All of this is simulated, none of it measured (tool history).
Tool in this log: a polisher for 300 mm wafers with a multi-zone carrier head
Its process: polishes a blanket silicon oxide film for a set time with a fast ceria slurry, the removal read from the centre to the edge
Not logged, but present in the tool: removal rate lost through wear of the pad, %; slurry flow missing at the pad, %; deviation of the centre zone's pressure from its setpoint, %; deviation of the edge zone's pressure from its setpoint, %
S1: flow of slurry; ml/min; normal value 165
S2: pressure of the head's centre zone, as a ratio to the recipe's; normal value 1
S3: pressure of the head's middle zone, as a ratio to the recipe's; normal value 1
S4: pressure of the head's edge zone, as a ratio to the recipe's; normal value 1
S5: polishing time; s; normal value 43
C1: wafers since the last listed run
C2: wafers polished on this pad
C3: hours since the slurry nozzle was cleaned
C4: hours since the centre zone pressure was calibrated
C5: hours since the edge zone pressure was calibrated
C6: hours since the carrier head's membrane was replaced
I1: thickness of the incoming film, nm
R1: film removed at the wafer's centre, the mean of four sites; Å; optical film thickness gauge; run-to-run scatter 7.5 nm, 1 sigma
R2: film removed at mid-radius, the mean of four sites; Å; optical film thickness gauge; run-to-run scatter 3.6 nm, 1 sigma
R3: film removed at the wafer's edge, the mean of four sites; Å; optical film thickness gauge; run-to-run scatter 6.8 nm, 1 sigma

| run | day | S1 | S2 | S3 | S4 | S5 | C1 | C2 | C3 | C4 | C5 | C6 | I1 | R1 | R2 | R3 |
|---|---|---|---|---|---|---|---|---|---|---|---|---|---|---|---|---|
| 1 | 0 | 220 | 1 | 1.09 | 1.03 | 43 | 0 | 5615 | 765.9 | 474.8 | 1565.4 | 512.2 | 2804.7 | 5037 | 5387 | 5168 |
|  | 1.029 | slurry nozzle cleaned |
|  | 1.717 | edge zone pressure recalibrated |
| 2 | 2.35 | 165 | 1 | 1 | 0.95 | 56 | 855 | 6470 | 31.7 | 531.2 | 15.2 | 568.6 | 2858.3 | 6243 | 6199 | 6197 |
| 3 | 5.438 | 165 | 1 | 1 | 1 | 43 | 1186 | 7657 | 105.8 | 605.3 | 89.3 | 642.7 | 2910.6 | 4700 | 4753 | 4699 |
|  | 6.188 | centre zone pressure recalibrated |
| 4 | 8.442 | 165 | 1 | 1 | 1 | 43 | 1122 | 8779 | 177.9 | 54.1 | 161.4 | 714.8 | 2843.6 | 4790 | 4777 | 4728 |
| 5 | 11.338 | 120 | 0.93 | 1 | 1 | 43 | 1112 | 9892 | 247.4 | 123.6 | 230.9 | 784.3 | 2825.1 | 4147 | 4386 | 4494 |
|  | 15.471 | worn pad replaced by a new one |
| 6 | 15.812 | 195 | 1 | 1.1 | 1 | 49 | 1655 | 131 | 354.8 | 231 | 338.3 | 891.7 | 2833.6 | 6338 | 6775 | 6066 |
| 7 | 18.812 | 165 | 1 | 1 | 1 | 43 | 1152 | 1284 | 426.8 | 303 | 410.3 | 963.7 | 2904.6 | 5149 | 5139 | 5222 |
| 8 | 22.521 | 165 | 1 | 1 | 1 | 37 | 1425 | 2709 | 515.8 | 392 | 499.3 | 1052.7 | 2856.5 | 4327 | 4283 | 4298 |
| 9 | 24.375 | 190 | 1 | 1.04 | 1 | 43 | 712 | 3421 | 560.3 | 436.5 | 543.8 | 1097.2 | 2883 | 5083 | 5236 | 4913 |
| 10 | 28.762 | 165 | 1 | 1 | 0.95 | 56 | 1686 | 5107 | 665.6 | 541.8 | 649.1 | 1202.5 | 2828.4 | 6203 | 6305 | 6156 |
|  | 30.604 | slurry nozzle cleaned |
|  | 31.896 | carrier head's membrane replaced by a new one |
| 11 | 31.917 | 165 | 1 | 1 | 1 | 43 | 1116 | 6223 | 31.5 | 617.5 | 724.8 | 0.5 | 2880.8 | 4690 | 4767 | 4777 |
|  | 32.192 | centre zone pressure recalibrated |
| 12 | 33.662 | 165 | 1.12 | 0.9 | 1 | 43 | 638 | 6862 | 73.4 | 35.3 | 766.7 | 42.4 | 2819.1 | 5322 | 4342 | 4703 |
| 13 | 35.879 | 165 | 1 | 1 | 1.12 | 43 | 851 | 7714 | 126.6 | 88.5 | 819.9 | 95.6 | 2869.9 | 4764 | 4791 | 5054 |
| 14 | 39.312 | 190 | 1 | 1 | 1 | 49 | 1319 | 9033 | 209 | 170.9 | 902.3 | 178 | 2871.5 | 5469 | 5500 | 5445 |
|  | 44.083 | worn pad replaced by a new one |
| 15 | 51.562 | 165 | 1 | 0.91 | 1.06 | 43 | 4643 | 2873 | 503 | 464.9 | 1196.3 | 472 | 2858.2 | 4934 | 4523 | 5157 |
| 16 | 53.962 | 190 | 1 | 1.08 | 1 | 43 | 922 | 3795 | 560.6 | 522.5 | 1253.9 | 529.6 | 2858.3 | 4886 | 5385 | 4865 |
| 17 | 57.888 | 165 | 0.94 | 1.09 | 1 | 43 | 1508 | 5304 | 654.8 | 616.7 | 1348.1 | 623.8 | 2892.1 | 4585 | 5170 | 4835 |
|  | 58.825 | edge zone pressure recalibrated |
| 18 | 59.733 | 180 | 1.04 | 1 | 0.93 | 43 | 677 | 5981 | 699.1 | 661 | 21.8 | 668.1 | 2862 | 5122 | 4894 | 4797 |
|  | 61.983 | slurry nozzle cleaned |
| 19 | 62.312 | 165 | 1 | 1 | 1.12 | 43 | 975 | 6956 | 7.9 | 722.9 | 83.7 | 730 | 2822.1 | 4777 | 4819 | 5150 |
|  | 63.821 | centre zone pressure recalibrated |
| 20 | 65.621 | 165 | 1 | 1 | 1 | 43 | 1239 | 8195 | 87.3 | 43.2 | 163.1 | 809.4 | 2885.8 | 4678 | 4729 | 4830 |
| 21 | 68.042 | 215 | 0.94 | 1 | 1.04 | 38 | 930 | 9126 | 145.4 | 101.3 | 221.2 | 867.5 | 2880.4 | 4088 | 4395 | 4407 |

Consider 5 possible next runs. They are alternatives, not a sequence: every one starts from the tool as it was left by run 21. What does each give?
| A | 68.058 | 165 | 1 | 0.89 | 1 | 43 | 6 | 9132 | 145.8 | 101.7 | 221.6 | 867.9 | 2824.4 | ? | ? | ? |
| B | 68.058 | 165 | 0.96 | 1 | 0.94 | 43 | 6 | 9132 | 145.8 | 101.7 | 221.6 | 867.9 | 2824.4 | ? | ? | ? |
| C | 68.058 | 165 | 0.97 | 1 | 1.1 | 43 | 6 | 9132 | 145.8 | 101.7 | 221.6 | 867.9 | 2824.4 | ? | ? | ? |
| D | 68.058 | 165 | 1 | 0.9 | 1 | 43 | 6 | 9132 | 145.8 | 101.7 | 221.6 | 867.9 | 2824.4 | ? | ? | ? |
| E | 68.058 | 165 | 1 | 1.07 | 1.07 | 43 | 6 | 9132 | 145.8 | 101.7 | 221.6 | 867.9 | 2824.4 | ? | ? | ? |

| run | R1 | R2 | R3 |
|---|---|---|---|
| A | 4815 | 4272 | 4839 |
| B | 4625 | 4710 | 4692 |
| C | 4673 | 4709 | 5065 |
| D | 4816 | 4312 | 4838 |
| E | 4822 | 4987 | 4990 |
Had the tool no hidden state, the same runs would have come out as:
| run | R1 | R2 | R3 |
|---|---|---|---|
| A | 5466 | 4849 | 5493 |
| B | 5250 | 5347 | 5326 |
| C | 5305 | 5345 | 5749 |
| D | 5466 | 4894 | 5492 |
| E | 5473 | 5661 | 5665 |
